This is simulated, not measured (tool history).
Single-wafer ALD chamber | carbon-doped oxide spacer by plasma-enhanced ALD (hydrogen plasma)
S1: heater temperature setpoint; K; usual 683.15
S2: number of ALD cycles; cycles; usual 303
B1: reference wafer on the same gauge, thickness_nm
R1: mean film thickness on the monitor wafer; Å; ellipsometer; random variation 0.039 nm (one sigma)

Run 1, hour 0: usual settings; B1 14.384. Result: R1 156.46 Å.
Run 2, hour 17.5: usual settings but S1 691.15 K; B1 14.358. Result: R1 152.36 Å.
Run 3, hour 23.8: usual settings but S1 691.15 K; B1 14.352. Result: R1 152.74 Å.
Run 4, hour 39: usual settings but S2 333 cycles; B1 14.343. Result: R1 172.52 Å.
Run 5, hour 45: usual settings but S2 333 cycles; B1 14.352. Result: R1 171.75 Å.
Run 6, hour 59.5: usual settings; B1 14.339. Result: R1 155.99 Å.
Run 7, hour 72.3: usual settings; B1 14.337. Result: R1 156.56 Å.
Run 8, hour 79.8: usual settings; B1 14.331. Result: R1 156.33 Å.
Run 9, hour 88: usual settings; B1 14.336. Result: R1 155.55 Å.
Run 10, hour 95.4: usual settings; B1 14.301. Result: R1 155.24 Å.
Run 11, hour 112.5: usual settings; B1 14.311. Result: R1 155.73 Å.
Run 12, hour 127.4: usual settings; B1 14.302. Result: R1 155.66 Å.
Run 13, hour 135.6: usual settings; B1 14.291. Result: R1 155.69 Å.
Run 14, hour 152.4: usual settings but S1 687.15 K; B1 14.278. Result: R1 153.57 Å.
Run 15, hour 169.4: usual settings but S1 687.15 K; B1 14.286. Result: R1 153.74 Å.
Run 16, hour 181.1: usual settings but S1 687.15 K; B1 14.285. Result: R1 153.86 Å.
Run 17, hour 189.9: usual settings but S2 330 cycles; B1 14.271. Result: R1 169.14 Å.
Run 18, hour 202.9: usual settings but S2 286 cycles; B1 14.249. Result: R1 146.94 Å.
Run 19, hour 220.5: usual settings but S1 669.15 K; B1 14.247. Result: R1 159.74 Å.
Run 20, hour 233.7: usual settings; B1 14.25. Result: R1 155.03 Å.
Run 21, hour 244.6: usual settings but S1 695.15 K, S2 287 cycles; B1 14.22. Result: R1 140.59 Å.
At hour 249.9: gauge calibrated.
Run 22, hour 252.2: usual settings but S1 691.15 K, S2 347 cycles; B1 14.381. Result: R1 175.27 Å.
Run 23, hour 265.3: usual settings but S1 670.15 K, S2 247 cycles; B1 14.377. Result: R1 131.85 Å.
At hour 279.5: thermocouple changed; heater temperature recalibrated.
Run 24, hour 280: usual settings but S2 330 cycles; B1 14.368. Result: R1 170.91 Å.
Run 25, hour 287.5: usual settings but S2 280 cycles; B1 14.362. Result: R1 144.22 Å.
Run 26, hour 303.4: usual settings but S1 687.15 K, S2 343 cycles; B1 14.354. Result: R1 174.99 Å.
Run 27, hour 314.9: usual settings but S1 687.15 K; B1 14.327. Result: R1 154.5 Å.
Run 28, hour 323: usual settings but S1 672.15 K, S2 359 cycles; B1 14.35. Result: R1 191.6 Å.
Run 29, hour 345.4: usual settings but S1 671.15 K; B1 14.328. Result: R1 161.4 Å.
Run 30, hour 377.3: usual settings but S2 351 cycles; B1 14.308. Result: R1 180.58 Å.
Run 31, hour 383.3: usual settings but S1 670.15 K, S2 264 cycles; B1 14.309. Result: R1 140.6 Å.
Run 32, hour 395.3: usual settings but S1 679.15 K; B1 14.28. Result: R1 157.91 Å.

The same runs without the tool's hidden state, with the same run-to-run variation:
The hidden state here: wafer temperature above the value expected at the setpoint (K); gauge reads high (%).
run      R1
  1  156.75
  2  152.75
  3  153.17
  4  173.11
  5  172.38
  6  156.66
  7   157.3
  8  157.12
  9  156.39
 10  156.13
 11  156.73
 12  156.75
 13  156.83
 14   154.8
 15  155.07
 16  155.27
 17  170.75
 18  148.42
 19  161.47
 20  156.78
 21  142.25
 22  175.52
 23   132.1
 24  171.34
 25  144.63
 26  175.59
 27   155.1
 28  192.42
 29  162.24
 30  181.74
 31  141.54
 32  159.04
